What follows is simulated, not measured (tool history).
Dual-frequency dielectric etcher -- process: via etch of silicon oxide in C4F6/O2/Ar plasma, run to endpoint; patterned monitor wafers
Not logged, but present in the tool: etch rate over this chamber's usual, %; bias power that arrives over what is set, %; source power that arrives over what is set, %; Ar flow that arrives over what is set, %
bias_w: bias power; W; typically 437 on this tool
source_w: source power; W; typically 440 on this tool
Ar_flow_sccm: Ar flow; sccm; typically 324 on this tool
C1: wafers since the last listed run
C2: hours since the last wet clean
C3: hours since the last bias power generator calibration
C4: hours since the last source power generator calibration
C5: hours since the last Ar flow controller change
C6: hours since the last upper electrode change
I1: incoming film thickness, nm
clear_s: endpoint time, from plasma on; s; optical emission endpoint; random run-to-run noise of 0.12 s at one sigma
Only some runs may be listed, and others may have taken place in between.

run 1 hour=0 | bias_w=437 source_w=440 Ar_flow_sccm=377 | C1=0 C2=457.9 C3=5141 C4=3016.6 C5=5156.6 C6=2436.2 | I1=106.7 | clear_s=23.6
-- hour=0.8 wet clean of the chamber
run 2 hour=30 | bias_w=437 source_w=440 Ar_flow_sccm=377 | C1=213 C2=29.2 C3=5171 C4=3046.6 C5=5186.6 C6=2466.2 | I1=107.4 | clear_s=23.6
run 3 hour=44.8 | bias_w=437 source_w=440 Ar_flow_sccm=377 | C1=108 C2=44 C3=5185.8 C4=3061.4 C5=5201.4 C6=2481 | I1=106.7 | clear_s=23.3
run 4 hour=73.4 | bias_w=437 source_w=440 Ar_flow_sccm=324 | C1=209 C2=72.6 C3=5214.4 C4=3090 C5=5230 C6=2509.6 | I1=107.1 | clear_s=23
run 5 hour=96.5 | bias_w=437 source_w=440 Ar_flow_sccm=324 | C1=169 C2=95.7 C3=5237.5 C4=3113.1 C5=5253.1 C6=2532.7 | I1=105.7 | clear_s=22.8
run 6 hour=113.6 | bias_w=468 source_w=440 Ar_flow_sccm=324 | C1=125 C2=112.8 C3=5254.6 C4=3130.2 C5=5270.2 C6=2549.8 | I1=106.2 | clear_s=22.6
run 7 hour=126.1 | bias_w=468 source_w=440 Ar_flow_sccm=324 | C1=91 C2=125.3 C3=5267.1 C4=3142.7 C5=5282.7 C6=2562.3 | I1=106.6 | clear_s=22.6
run 8 hour=153.6 | bias_w=437 source_w=440 Ar_flow_sccm=324 | C1=201 C2=152.8 C3=5294.6 C4=3170.2 C5=5310.2 C6=2589.8 | I1=105.1 | clear_s=22.7
run 9 hour=172.2 | bias_w=437 source_w=440 Ar_flow_sccm=324 | C1=136 C2=171.4 C3=5313.2 C4=3188.8 C5=5328.8 C6=2608.4 | I1=106.1 | clear_s=22.9
run 10 hour=202.5 | bias_w=437 source_w=440 Ar_flow_sccm=324 | C1=222 C2=201.7 C3=5343.5 C4=3219.1 C5=5359.1 C6=2638.7 | I1=106.5 | clear_s=22.7
run 11 hour=215.6 | bias_w=437 source_w=440 Ar_flow_sccm=304 | C1=95 C2=214.8 C3=5356.6 C4=3232.2 C5=5372.2 C6=2651.8 | I1=106.9 | clear_s=23.1
run 12 hour=242.5 | bias_w=437 source_w=440 Ar_flow_sccm=324 | C1=197 C2=241.7 C3=5383.5 C4=3259.1 C5=5399.1 C6=2678.7 | I1=107.8 | clear_s=23.3
run 13 hour=266.3 | bias_w=437 source_w=440 Ar_flow_sccm=324 | C1=174 C2=265.5 C3=5407.3 C4=3282.9 C5=5422.9 C6=2702.5 | I1=105.8 | clear_s=22.8
-- hour=290.3 source power generator calibrated
-- hour=301.8 upper electrode replaced
run 14 hour=302.3 | bias_w=437 source_w=440 Ar_flow_sccm=324 | C1=150 C2=301.5 C3=5443.3 C4=12 C5=5458.9 C6=0.5 | I1=106.1 | clear_s=22.9
run 15 hour=331.7 | bias_w=468 source_w=440 Ar_flow_sccm=324 | C1=215 C2=330.9 C3=5472.7 C4=41.4 C5=5488.3 C6=29.9 | I1=106.4 | clear_s=22.7
-- hour=357.4 bias power generator calibrated
run 16 hour=365.7 | bias_w=363 source_w=400 Ar_flow_sccm=324 | C1=219 C2=364.9 C3=8.3 C4=75.4 C5=5522.3 C6=63.9 | I1=105.7 | clear_s=24.6
-- hour=372.6 Ar flow controller replaced
-- hour=414.7 wet clean of the chamber
run 17 hour=415.2 | bias_w=437 source_w=440 Ar_flow_sccm=324 | C1=142 C2=0.5 C3=57.8 C4=124.9 C5=42.6 C6=113.4 | I1=106.6 | clear_s=23.2
run 18 hour=433.9 | bias_w=479 source_w=520 Ar_flow_sccm=324 | C1=137 C2=19.2 C3=76.5 C4=143.6 C5=61.3 C6=132.1 | I1=107.1 | clear_s=20.9
run 19 hour=469.5 | bias_w=437 source_w=530 Ar_flow_sccm=324 | C1=260 C2=54.8 C3=112.1 C4=179.2 C5=96.9 C6=167.7 | I1=107.2 | clear_s=21.5
run 20 hour=499.8 | bias_w=403 source_w=440 Ar_flow_sccm=324 | C1=222 C2=85.1 C3=142.4 C4=209.5 C5=127.2 C6=198 | I1=106.5 | clear_s=23.3
run 21 hour=519.9 | bias_w=437 source_w=440 Ar_flow_sccm=324 | C1=147 C2=105.2 C3=162.5 C4=229.6 C5=147.3 C6=218.1 | I1=106.7 | clear_s=23.1
run 22 hour=552.8 | bias_w=520 source_w=440 Ar_flow_sccm=290 | C1=241 C2=138.1 C3=195.4 C4=262.5 C5=180.2 C6=251 | I1=107.3 | clear_s=21.9
run 23 hour=577.3 | bias_w=345 source_w=440 Ar_flow_sccm=366 | C1=179 C2=162.6 C3=219.9 C4=287 C5=204.7 C6=275.5 | I1=107.1 | clear_s=24.6
run 24 hour=590.2 | bias_w=437 source_w=440 Ar_flow_sccm=324 | C1=94 C2=175.5 C3=232.8 C4=299.9 C5=217.6 C6=288.4 | I1=106.5 | clear_s=23.1
run 25 hour=619.8 | bias_w=526 source_w=440 Ar_flow_sccm=324 | C1=216 C2=205.1 C3=262.4 C4=329.5 C5=247.2 C6=318 | I1=106.8 | clear_s=22.1
run 26 hour=638.2 | bias_w=437 source_w=440 Ar_flow_sccm=324 | C1=134 C2=223.5 C3=280.8 C4=347.9 C5=265.6 C6=336.4 | I1=107.3 | clear_s=23
run 27 hour=667.6 | bias_w=437 source_w=360 Ar_flow_sccm=324 | C1=215 C2=252.9 C3=310.2 C4=377.3 C5=295 C6=365.8 | I1=106.5 | clear_s=25
run 28 hour=693 | bias_w=437 source_w=440 Ar_flow_sccm=324 | C1=186 C2=278.3 C3=335.6 C4=402.7 C5=320.4 C6=391.2 | I1=106.6 | clear_s=22.9
run 29 hour=713.3 | bias_w=524 source_w=370 Ar_flow_sccm=324 | C1=148 C2=298.6 C3=355.9 C4=423 C5=340.7 C6=411.5 | I1=107.6 | clear_s=23.8

Entry by entry between the runs, the difference in hidden state between the last listed run before and the first listed run after:
Between runs 1 and 2: wet clean of the chamber (hour 0.8)
  both runs share identical hidden conditions
Between runs 13 and 14: source power generator calibrated (hour 290.3); upper electrode replaced (hour 301.8)
  both runs share identical hidden conditions
Between runs 15 and 16: bias power generator calibrated (hour 357.4)
  both runs share identical hidden conditions
Between runs 16 and 17: Ar flow controller replaced (hour 372.6); wet clean of the chamber (hour 414.7)
  both runs share identical hidden conditions
